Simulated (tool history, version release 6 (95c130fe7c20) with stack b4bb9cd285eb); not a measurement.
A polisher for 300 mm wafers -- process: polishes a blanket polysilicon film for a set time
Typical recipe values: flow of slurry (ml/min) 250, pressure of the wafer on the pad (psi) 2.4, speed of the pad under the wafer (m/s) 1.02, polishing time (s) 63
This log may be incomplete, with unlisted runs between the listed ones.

run   hour  flow of slurry (ml/min)  pressure of the wafer on the pad (psi)  speed of the pad under the wafer (m/s)  polishing time (s)  incoming thickness of the incoming film, nm  film removed (nm)
  1    0.0                      250                                     2.4                                    1.14                  63                                       2005.1              522.6
  2   11.1                      250                                     2.4                                    1.02                  63                                       1970.4              469.9
  3   25.0                      250                                     2.4                                    1.02                  63                                       1979.4              447.6
  4   31.6                      210                                     2.4                                    1.02                  63                                       1961.5              444.1
  5   41.0                      210                                     2.4                                    1.02                  63                                       1982.6              443.2
  6   57.9                      210                                     2.4                                    1.02                  63                                       1992.1              436.9
  7   64.9                      250                                     2.4                                    1.02                  63                                       1976.7              422.6
  8   73.0                      250                                     2.4                                    1.02                  63                                       2000.6              427.0
      82.4  -- slurry nozzle cleaned
      88.4  -- worn pad replaced by a new one
  9   89.1                      250                                     2.4                                    1.02                  63                                       1977.3              467.3
 10  101.9                      250                                     2.4                                    1.02                  74                                       1954.9              549.2
 11  118.5                      250                                     2.4                                    1.02                  53                                       1995.7              387.8
 12  131.9                      250                                     2.4                                    1.02                  53                                       1960.3              380.8
 13  138.9                      250                                     2.6                                    1.02                  63                                       1949.7              471.9
 14  148.6                      250                                     2.4                                    1.02                  63                                       1969.2              437.5
 15  161.5                      250                                     2.4                                    1.02                  63                                       1973.4              431.1
     171.4  -- worn pad replaced by a new one
 16  178.1                      250                                     2.4                                    1.02                  63                                       1956.0              475.2
     195.5  -- head pressure recalibrated
 17  196.0                      250                                     2.4                                    1.02                  63                                       1997.8              454.0
 18  202.3                      250                                     2.4                                    1.02                  54                                       1973.9              384.4
 19  209.1                      250                                     2.4                                    1.02                  43                                       1985.2              310.3
 20  229.1                      180                                     2.8                                    1.24                  84                                       1961.7              793.1
 21  238.1                      250                                     2.4                                    1.02                  63                                       2007.7              428.3
 22  254.8                      295                                     2.8                                    1.02                  79                                       1980.1              603.6
     264.9  -- worn pad replaced by a new one, of another model than before
 23  282.0                      250                                     2.4                                    1.14                  63                                       2008.2              495.8
 24  297.9                      205                                     2.4                                    0.88                  79                                       2007.4              532.5
 25  306.9                      210                                     3.1                                    1.02                  44                                       2011.4              368.2
     311.0  -- slurry nozzle cleaned
 26  314.5                      320                                     2.4                                    0.76                  63                                       2021.3              385.9
 27  325.0                      175                                     3.2                                    1.18                  75                                       1937.1              682.2
 28  340.8                      250                                     2.4                                    1.02                  63                                       1965.8              419.8
 29  353.0                      250                                     2.4                                    1.02                  83                                       1997.2              551.7
 30  367.1                      325                                     2.2                                    1.02                  47                                       1940.9              294.2
     374.6  -- worn pad replaced by a new one
 31  376.8                      165                                     3.1                                    1.02                  84                                       1954.8              743.6
 32  407.2                      250                                     2.4                                    1.14                  53                                       1975.9              404.0
 33  414.7                      195                                     2.4                                    1.24                  63                                       1995.9              498.9
 34  429.8                      185                                     2.4                                    1.02                  47                                       1981.8              333.1
 35  444.0                      315                                     2.4                                    1.02                  44                                       2007.8              307.5
 36  450.3                      225                                     2.4                                    0.68                  73                                       1943.1              402.7
 37  461.7                      250                                     2.4                                    1.02                  63                                       1955.9              424.0

Run-by-run hidden state of the tool:
slurry flow missing at the pad, %: 0 across all the runs
deviation of the head's pressure from its setpoint, %: 0 across all the runs
H1: removal rate lost through wear of the pad, %
run     H1
  1   2.35
  2   3.74
  3   5.47
  4   6.29
  5   7.46
  6   9.57
  7   10.4
  8   11.4
  9  0.128
 10   1.72
 11   3.79
 12   5.46
 13   6.33
 14   7.54
 15   9.15
 16   2.35
 17   4.58
 18   5.36
 19   6.21
 20    8.7
 21   9.82
 22   11.9
 23   2.97
 24   4.95
 25   6.07
 26   7.02
 27   8.33
 28   10.3
 29   11.8
 30   13.6
 31  0.321
 32   4.11
 33   5.04
 34   6.92
 35   8.69
 36   9.48
 37   10.9
